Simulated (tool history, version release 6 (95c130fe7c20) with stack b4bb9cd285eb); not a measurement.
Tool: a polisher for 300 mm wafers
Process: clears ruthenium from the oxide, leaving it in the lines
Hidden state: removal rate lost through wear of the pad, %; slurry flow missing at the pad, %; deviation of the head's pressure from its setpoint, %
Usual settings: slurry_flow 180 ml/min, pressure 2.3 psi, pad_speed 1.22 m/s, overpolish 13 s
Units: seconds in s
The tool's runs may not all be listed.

run    day  slurry_flow  pressure  pad_speed  overpolish  wafers since the last listed run  wafers polished on this pad  hours since the slurry nozzle was cleaned  hours since the head pressure was calibrated  incoming thickness of the incoming film, nm  seconds
  1  0.000          180       2.3       1.22          13                                 0                         1403                                      570.5                                         590.4                                        148.3    109.0
     0.625  -- worn pad replaced by a new one
  2  0.671          180       2.3       1.22          13                               111                           10                                      586.6                                         606.5                                        150.2     96.4
  3  1.021          180       2.3       1.22          13                                77                           88                                      595.0                                         614.9                                        149.7     93.8
  4  1.429          180       2.7       1.22          13                                90                          178                                      604.8                                         624.7                                        147.6     82.5
  5  1.858          180       2.7       1.22          13                                95                          274                                      615.1                                         635.0                                        150.2     85.2
  6  2.533          180       2.3       1.22          13                               149                          423                                      631.3                                         651.2                                        149.3     94.6
  7  3.267          180       2.3       1.22          13                               162                          586                                      648.9                                         668.8                                        148.3     95.2
     3.392  -- slurry nozzle cleaned
  8  3.521          180       2.3       1.22          13                                47                          633                                        3.1                                         674.9                                        148.4     95.7
  9  4.246          180       2.6       1.22          13                               160                          794                                       20.5                                         692.3                                        149.2     92.4
 10  4.638          195       2.3       1.38           7                                86                          881                                       29.9                                         701.7                                        151.9     88.2
 11  4.975          180       2.8       0.84          13                                74                          956                                       38.0                                         709.8                                        153.0    126.0
 12  5.617          180       2.3       1.22           8                               142                         1099                                       53.4                                         725.2                                        148.6    102.5
     6.058  -- worn pad replaced by a new one
     6.183  -- head pressure recalibrated
 13  6.204          180       1.8       1.22          13                                74                           14                                       67.5                                           0.5                                        151.2    113.4
 14  6.821          235       1.7       0.88          21                               136                          151                                       82.3                                          15.3                                        150.1    147.3
 15  7.088          180       2.3       0.92          13                                59                          210                                       88.7                                          21.7                                        149.3    122.1
 16  7.396          180       2.3       1.22          13                                68                          278                                       96.1                                          29.1                                        148.4     94.3
 17  7.688          235       2.7       1.48          13                                64                          343                                      103.1                                          36.1                                        149.5     67.9
 18  8.033          235       2.7       1.48          13                                76                          420                                      111.4                                          44.4                                        152.2     68.9
 19  8.333          145       2.6       1.36          20                                66                          486                                      118.6                                          51.6                                        150.8     83.1

Measured less the same run without the tool's hidden state. The same run-to-run variation is in both; the gauge's scatter may not be:
run  seconds
  1    +15.2
  2     +1.2
  3     +1.2
  4     +1.2
  5     +1.4
  6     +2.2
  7     +3.2
  8     +3.6
  9     +4.8
 10     +5.3
 11     +8.7
 12     +9.0
 13     +0.3
 14     +0.6
 15     +0.6
 16     +0.7
 17     +0.7
 18     +1.0
 19     +1.4

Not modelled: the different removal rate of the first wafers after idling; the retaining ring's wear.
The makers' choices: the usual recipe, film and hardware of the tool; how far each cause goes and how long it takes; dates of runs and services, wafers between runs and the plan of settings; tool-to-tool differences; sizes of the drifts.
